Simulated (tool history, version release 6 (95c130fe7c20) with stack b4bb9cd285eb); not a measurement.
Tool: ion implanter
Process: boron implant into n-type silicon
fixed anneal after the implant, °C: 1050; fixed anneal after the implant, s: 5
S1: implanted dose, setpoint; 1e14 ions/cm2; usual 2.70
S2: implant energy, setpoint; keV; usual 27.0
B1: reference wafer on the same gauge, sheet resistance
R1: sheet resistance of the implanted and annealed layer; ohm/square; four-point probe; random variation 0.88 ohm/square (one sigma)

run	day	S1	S2	B1	R1
1	0.000	2.70	27.0	390.19	338.77
2	2.888	2.70	27.0	390.32	337.85
3	5.667	2.70	23.0	389.42	344.35
4	7.504	2.70	23.0	389.38	344.62
5	10.233	2.70	23.0	389.96	345.22
6	12.592	2.70	27.0	389.97	337.13
7	14.108	2.70	27.0	389.96	337.73
8	16.117	2.70	27.0	390.28	338.10
9	18.075	2.70	27.0	390.35	336.78
10	19.925	2.70	27.0	390.01	336.55
11	21.354	2.70	27.0	389.92	337.25
12	23.892	2.70	27.0	389.74	337.27
13	25.179	2.70	27.0	389.94	337.99
14	27.012	2.70	27.0	389.94	336.39
# day 28.662: Faraday cup replaced and dose calibrated
15	29.933	2.70	27.0	389.84	346.64
16	32.921	2.70	27.0	390.25	346.08
17	35.817	2.70	33.0	390.27	337.39
18	37.150	3.06	20.0	389.92	321.80
19	39.758	2.70	27.0	389.92	342.39
20	41.788	3.33	27.0	389.66	289.99
21	42.800	2.14	36.0	390.12	400.38
22	44.946	3.49	32.5	389.95	273.18
# day 46.667: gauge calibrated
23	47.833	3.14	21.0	390.00	310.81
24	50.354	3.28	35.0	389.63	283.26
25	52.696	3.14	21.0	390.27	310.26
26	54.050	3.28	35.0	389.80	282.94
27	56.529	2.97	18.5	390.28	329.22
28	57.888	2.04	30.0	390.17	418.94
29	58.946	3.36	23.0	389.72	289.85
30	61.675	2.70	31.5	389.53	334.71
31	62.829	1.92	27.0	390.14	447.71
# day 65.100: extraction supply calibrated
32	65.196	3.19	18.5	390.32	309.03
33	67.188	2.70	17.5	390.02	355.98

The next listed run, before its measurement:
34	68.288	2.70	21.5	?	?

{"run 34": {"B1": 389.92, "R1": 348.99}}
Without the tool's hidden state the same run would have given R1 357.61 ohm/square.

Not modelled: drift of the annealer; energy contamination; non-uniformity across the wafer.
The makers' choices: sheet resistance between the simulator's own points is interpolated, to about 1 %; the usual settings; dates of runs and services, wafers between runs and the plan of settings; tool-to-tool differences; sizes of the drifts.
